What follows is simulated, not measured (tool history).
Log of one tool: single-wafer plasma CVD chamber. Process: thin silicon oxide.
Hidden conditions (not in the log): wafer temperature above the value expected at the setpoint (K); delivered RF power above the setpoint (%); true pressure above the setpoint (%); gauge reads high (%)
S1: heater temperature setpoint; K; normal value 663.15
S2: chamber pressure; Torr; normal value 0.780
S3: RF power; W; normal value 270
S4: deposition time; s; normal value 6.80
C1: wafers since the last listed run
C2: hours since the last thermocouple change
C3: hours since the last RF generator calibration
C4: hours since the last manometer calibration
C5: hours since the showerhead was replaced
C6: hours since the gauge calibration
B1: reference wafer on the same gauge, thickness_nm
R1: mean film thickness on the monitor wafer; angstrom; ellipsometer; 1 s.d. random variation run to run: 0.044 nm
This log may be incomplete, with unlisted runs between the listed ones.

Run 1, hour 0.0: usual settings; C1 0; C2 1996.2; C3 785.1; C4 874.1; C5 2.2; C6 1782.3; B1 12.125. Result: R1 108.20 angstrom.
Run 2, hour 43.7: usual settings; C1 2107; C2 2039.9; C3 828.8; C4 917.8; C5 45.9; C6 1826.0; B1 12.103. Result: R1 108.45 angstrom.
Run 3, hour 96.9: usual settings but S3 220 W; C1 2565; C2 2093.1; C3 882.0; C4 971.0; C5 99.1; C6 1879.2; B1 12.129. Result: R1 99.34 angstrom.
Run 4, hour 145.7: usual settings but S2 0.927 Torr; C1 2353; C2 2141.9; C3 930.8; C4 1019.8; C5 147.9; C6 1928.0; B1 12.110. Result: R1 126.94 angstrom.
At hour 195.0: RF generator calibrated.
Run 5, hour 336.6: usual settings but S1 648.15 K, S2 0.634 Torr, S3 295 W; C1 8821; C2 2332.8; C3 141.6; C4 1210.7; C5 338.8; C6 2118.9; B1 12.122. Result: R1 92.83 angstrom.
Run 6, hour 396.5: usual settings but S1 658.15 K, S2 0.678 Torr, S3 320 W; C1 2889; C2 2392.7; C3 201.5; C4 1270.6; C5 398.7; C6 2178.8; B1 12.089. Result: R1 102.69 angstrom.
At hour 437.3: capacitance manometer re-zeroed and calibrated.
Run 7, hour 609.4: usual settings but S1 672.15 K, S2 0.941 Torr, S4 5.55 s; C1 9882; C2 2605.6; C3 414.4; C4 172.1; C5 611.6; C6 2391.7; B1 12.086. Result: R1 104.29 angstrom.
Run 8, hour 643.5: usual settings but S3 305 W; C1 1644; C2 2639.7; C3 448.5; C4 206.2; C5 645.7; C6 2425.8; B1 12.094. Result: R1 114.12 angstrom.
Run 9, hour 672.6: usual settings but S1 668.15 K, S2 0.904 Torr; C1 1403; C2 2668.8; C3 477.6; C4 235.3; C5 674.8; C6 2454.9; B1 12.106. Result: R1 124.18 angstrom.
Run 10, hour 744.5: usual settings; C1 3467; C2 2740.7; C3 549.5; C4 307.2; C5 746.7; C6 2526.8; B1 12.108. Result: R1 109.07 angstrom.
Run 11, hour 815.6: usual settings; C1 3429; C2 2811.8; C3 620.6; C4 378.3; C5 817.8; C6 2597.9; B1 12.097. Result: R1 108.35 angstrom.
At hour 838.8: thermocouple changed; heater temperature recalibrated.
Run 12, hour 882.6: usual settings; C1 2845; C2 43.8; C3 687.6; C4 445.3; C5 884.8; C6 2664.9; B1 12.098. Result: R1 108.82 angstrom.
Run 13, hour 930.5: usual settings but S2 0.927 Torr; C1 2310; C2 91.7; C3 735.5; C4 493.2; C5 932.7; C6 2712.8; B1 12.083. Result: R1 126.40 angstrom.
At hour 968.8: RF generator calibrated.
Run 14, hour 1041.1: usual settings; C1 4948; C2 202.3; C3 72.3; C4 603.8; C5 1043.3; C6 2823.4; B1 12.108. Result: R1 109.76 angstrom.
Run 15, hour 1069.3: usual settings but S1 649.15 K; C1 1360; C2 230.5; C3 100.5; C4 632.0; C5 1071.5; C6 2851.6; B1 12.099. Result: R1 112.36 angstrom.
At hour 1078.5: gauge calibrated.
Run 16, hour 1126.3: usual settings but S1 655.15 K, S2 0.710 Torr, S3 230 W; C1 2749; C2 287.5; C3 157.5; C4 689.0; C5 1128.5; C6 47.8; B1 12.067. Result: R1 93.55 angstrom.
Run 17, hour 1174.6: usual settings but S1 652.15 K, S2 0.636 Torr, S3 230 W; C1 2329; C2 335.8; C3 205.8; C4 737.3; C5 1176.8; C6 96.1; B1 12.112. Result: R1 82.56 angstrom.
Run 18, hour 1238.4: usual settings but S2 0.835 Torr, S4 7.27 s; C1 3077; C2 399.6; C3 269.6; C4 801.1; C5 1240.6; C6 159.9; B1 12.107. Result: R1 125.19 angstrom.
Run 19, hour 1275.6: usual settings but S1 651.15 K, S4 6.37 s; C1 1794; C2 436.8; C3 306.8; C4 838.3; C5 1277.8; C6 197.1; B1 12.095. Result: R1 103.17 angstrom.
Run 20, hour 1324.6: usual settings but S1 674.15 K, S2 0.859 Torr; C1 2363; C2 485.8; C3 355.8; C4 887.3; C5 1326.8; C6 246.1; B1 12.101. Result: R1 118.83 angstrom.
Run 21, hour 1389.1: usual settings but S1 669.15 K, S2 0.974 Torr; C1 3110; C2 550.3; C3 420.3; C4 951.8; C5 1391.3; C6 310.6; B1 12.105. Result: R1 133.18 angstrom.
Run 22, hour 1451.8: usual settings but S1 659.15 K, S3 220 W, S4 5.81 s; C1 3024; C2 613.0; C3 483.0; C4 1014.5; C5 1454.0; C6 373.3; B1 12.120. Result: R1 85.29 angstrom.
Run 23, hour 1489.6: usual settings but S2 0.626 Torr; C1 1823; C2 650.8; C3 520.8; C4 1052.3; C5 1491.8; C6 411.1; B1 12.093. Result: R1 86.48 angstrom.
Run 24, hour 1535.4: usual settings; C1 2208; C2 696.6; C3 566.6; C4 1098.1; C5 1537.6; C6 456.9; B1 12.095. Result: R1 108.41 angstrom.
Run 25, hour 1604.2: usual settings but S2 0.942 Torr, S3 300 W; C1 3318; C2 765.4; C3 635.4; C4 1166.9; C5 1606.4; C6 525.7; B1 12.112. Result: R1 134.69 angstrom.
At hour 1677.4: capacitance manometer re-zeroed and calibrated.
Run 26, hour 1677.9: usual settings; C1 3168; C2 839.1; C3 709.1; C4 0.5; C5 1680.1; C6 599.4; B1 12.109. Result: R1 109.15 angstrom.
Run 27, hour 1727.5: usual settings; C1 2392; C2 888.7; C3 758.7; C4 50.1; C5 1729.7; C6 649.0; B1 12.091. Result: R1 108.40 angstrom.

Per-run results on a tool with no hidden state, each run keeping its own random variation:
run      R1
  1  110.83
  2  111.11
  3  102.00
  4  130.11
  5   93.83
  6  103.98
  7  106.40
  8  116.38
  9  126.84
 10  111.52
 11  110.87
 12  111.42
 13  129.47
 14  110.41
 15  113.21
 16   94.58
 17   83.66
 18  127.05
 19  104.81
 20  120.88
 21  135.66
 22   87.08
 23   88.24
 24  110.69
 25  137.47
 26  111.59
 27  110.86
